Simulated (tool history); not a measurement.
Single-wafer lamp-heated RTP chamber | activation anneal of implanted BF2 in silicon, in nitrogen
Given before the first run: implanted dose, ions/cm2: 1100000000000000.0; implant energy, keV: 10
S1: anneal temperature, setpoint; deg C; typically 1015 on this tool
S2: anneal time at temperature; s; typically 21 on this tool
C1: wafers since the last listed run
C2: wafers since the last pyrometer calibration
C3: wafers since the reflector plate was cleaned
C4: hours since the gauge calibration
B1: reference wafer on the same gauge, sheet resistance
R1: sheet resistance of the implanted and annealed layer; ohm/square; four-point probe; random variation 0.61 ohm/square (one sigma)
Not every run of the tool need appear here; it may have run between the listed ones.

run,hour,S1,S2,C1,C2,C3,C4,B1,R1
1,0.0,1015,21,0,2232,6222,281.4,224.82,208.06
# hour 15.6: pyrometer window cleaned and pyrometer calibrated
2,23.8,1015,21,278,143,6500,305.2,225.05,208.22
3,57.8,1015,21,598,742,7099,339.2,225.08,207.67
# hour 62.1: gauge calibrated
4,70.0,1015,21,214,957,7314,7.9,225.11,207.24
5,114.5,1015,27,783,1741,8097,52.4,225.04,193.79
# hour 152.7: pyrometer window cleaned and pyrometer calibrated
6,178.3,1015,27,982,450,9080,116.2,225.17,194.79
7,201.8,1015,27,413,864,9494,139.7,224.80,194.46
8,231.9,1015,21,530,1394,10024,169.8,225.05,208.34
9,252.1,1015,21,355,1750,10380,190.0,224.73,208.19
# hour 294.0: pyrometer window cleaned and pyrometer calibrated
10,324.6,1015,21,1136,539,11516,262.5,224.87,207.88
11,337.6,1015,21,228,768,11745,275.5,224.89,208.53
# hour 367.9: reflector plate cleaned
12,409.3,1037,25,1121,1890,729,347.2,225.13,172.23
# hour 419.5: pyrometer window cleaned and pyrometer calibrated
13,437.1,998,21,348,309,1078,375.0,224.84,245.28
14,450.3,1005,17,232,542,1310,388.2,225.09,239.66
# hour 461.2: gauge calibrated
15,480.7,991,16,535,1077,1846,19.5,224.82,279.92
16,514.0,1015,21,586,1663,2432,52.8,225.17,207.40
17,536.1,1015,31,389,2053,2821,74.9,225.14,188.04
# hour 556.4: pyrometer window cleaned and pyrometer calibrated
18,556.9,1004,13,225,9,3047,95.7,224.99,260.09
19,560.8,1015,21,68,78,3115,99.6,224.93,206.49
20,592.4,1015,21,556,634,3672,131.2,224.72,208.05
21,627.1,1035,26,611,1245,4283,165.9,224.82,173.30
22,657.9,992,27,542,1788,4826,196.7,224.92,245.90

Here are 3 independent what-if runs from the current tool condition. What would each one return?
A,658.3,1015,21,7,1795,4833,197.1,?,?
B,658.3,1037,17,7,1795,4833,197.1,?,?
C,658.3,1015,14,7,1795,4833,197.1,?,?

run,B1,R1
A,224.96,207.73
B,224.96,184.98
C,224.96,231.73
Without the tool's hidden state the same runs would have given:
run,R1
A,207.73
B,184.98
C,231.73
